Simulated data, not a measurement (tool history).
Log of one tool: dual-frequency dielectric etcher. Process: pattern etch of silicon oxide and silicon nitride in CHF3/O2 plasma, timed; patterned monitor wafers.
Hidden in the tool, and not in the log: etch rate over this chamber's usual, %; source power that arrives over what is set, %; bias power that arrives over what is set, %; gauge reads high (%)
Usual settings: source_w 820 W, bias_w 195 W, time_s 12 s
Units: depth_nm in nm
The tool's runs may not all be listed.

run   hour  source_w  bias_w  time_s  wafers since the last listed run  hours since the last wet clean  hours since the last source power generator calibration  hours since the last bias power generator calibration  hours since the last upper electrode change  hours since the gauge calibration  read-back reference wafer on the same gauge, depth_nm  depth_nm
  1      0       820     177      12                                 0                           454.9                                                   2271.6                                                   4057                                         16.8                             1354.2                                                  19.87     20.71
      29.2  -- wet clean of the chamber
  2   35.9       820     177      12                               154                             6.7                                                   2307.5                                                 4092.9                                         52.7                             1390.1                                                  19.97     20.74
  3   66.4       740     195      12                               396                            37.2                                                     2338                                                 4123.4                                         83.2                             1420.6                                                  19.99     20.61
  4  122.5       890     222      12                               728                            93.3                                                   2394.1                                                 4179.5                                        139.3                             1476.7                                                  20.01     22.73
  5    143       820     216      12                               266                           113.8                                                   2414.6                                                   4200                                        159.8                             1497.2                                                  20.16     21.93
     168.6  -- gauge calibrated
  6    178       820     216      12                               454                           148.8                                                   2449.6                                                   4235                                        194.8                                9.4                                                  19.08     20.69
  7  199.1       820     216      12                               273                           169.9                                                   2470.7                                                 4256.1                                        215.9                               30.5                                                  18.99     20.69
  8  231.2       820     195      12                               416                             202                                                   2502.8                                                 4288.2                                          248                               62.6                                                  19.03     20.37
  9  275.8       820     195      12                               579                           246.6                                                   2547.4                                                 4332.8                                        292.6                              107.2                                                  19.02     20.33
 10  309.6       820     195      12                               438                           280.4                                                   2581.2                                                 4366.6                                        326.4                                141                                                  19.04     20.28
 11  333.8       820     195      12                               314                           304.6                                                   2605.4                                                 4390.8                                        350.6                              165.2                                                  19.03     20.27
 12  357.5      1020     237    10.5                               307                           328.3                                                   2629.1                                                 4414.5                                        374.3                              188.9                                                  19.02     20.19
 13  369.7       820     195      12                               158                           340.5                                                   2641.3                                                 4426.7                                        386.5                              201.1                                                  19.07     20.33
 14  386.1       820     195      12                               212                           356.9                                                   2657.7                                                 4443.1                                        402.9                              217.5                                                  19.08     20.29
 15  413.5       960     195       9                               355                           384.3                                                   2685.1                                                 4470.5                                        430.3                              244.9                                                  19.09     16.39
 16  443.9       820     195      12                               394                           414.7                                                   2715.5                                                 4500.9                                        460.7                              275.3                                                  19.06     20.45
 17  478.6       820     218      12                               450                           449.4                                                   2750.2                                                 4535.6                                        495.4                                310                                                   19.1     20.83
     501.2  -- source power generator calibrated
     516.6  -- wet clean of the chamber
 18  517.1       930     213      15                               248                             0.5                                                     15.9                                                 4574.1                                        533.9                              348.5                                                  19.14     27.11
 19  532.5       890     179      12                               199                            15.9                                                     31.3                                                 4589.5                                        549.3                              363.9                                                  19.11     20.75
 20  545.8       820     195      10                               172                            29.2                                                     44.6                                                 4602.8                                        562.6                              377.2                                                  19.05     17.01
 21  560.7       890     195      12                               193                            44.1                                                     59.5                                                 4617.7                                        577.5                              392.1                                                  19.09     21.02
     582.9  -- bias power generator calibrated
 22  583.4      1010     173      15                               242                            66.8                                                     82.2                                                    0.5                                        600.2                              414.8                                                  19.11      27.2
 23  603.7       820     195      12                               263                            87.1                                                    102.5                                                   20.8                                        620.5                              435.1                                                  19.11     20.49
 24  630.2       820     175      12                               344                           113.6                                                      129                                                   47.3                                          647                              461.6                                                  19.12     19.88
 25  649.9       620     172      12                               255                           133.3                                                    148.7                                                     67                                        666.7                              481.3                                                  19.15     17.88
 26  663.7       970     148    14.5                               179                           147.1                                                    162.5                                                   80.8                                        680.5                              495.1                                                   19.2     25.26
 27  686.5       690     244    10.5                               296                           169.9                                                    185.3                                                  103.6                                        703.3                              517.9                                                  19.18     17.57
 28  708.2       960     195      15                               281                           191.6                                                      207                                                  125.3                                          725                              539.6                                                  19.22     27.23
 29    730       740     180      14                               283                           213.4                                                    228.8                                                  147.1                                        746.8                              561.4                                                  19.19     22.82
 30  822.3       900     195    13.5                              1198                           305.7                                                    321.1                                                  239.4                                        839.1                              653.7                                                  19.29     24.01
 31  850.6       820     195      12                               367                             334                                                    349.4                                                  267.7                                        867.4                                682                                                  19.25      20.4

Forecast each of these 3 alternatives for the next run:
  A   851       820     195      12                                 5                           334.4                                                    349.8                                                  268.1                                        867.8                              682.4                                                      ?         ?
  B   851       680     157      12                                 5                           334.4                                                    349.8                                                  268.1                                        867.8                              682.4                                                      ?         ?
  C   851       820     174      10                                 5                           334.4                                                    349.8                                                  268.1                                        867.8                              682.4                                                      ?         ?

run  read-back reference wafer on the same gauge, depth_nm  depth_nm
  A                                                  19.28     20.52
  B                                                  19.28     18.33
  C                                                  19.28     16.76
Without the tool's hidden state the same runs would have given:
run  depth_nm
  A     20.44
  B     18.26
  C     16.69
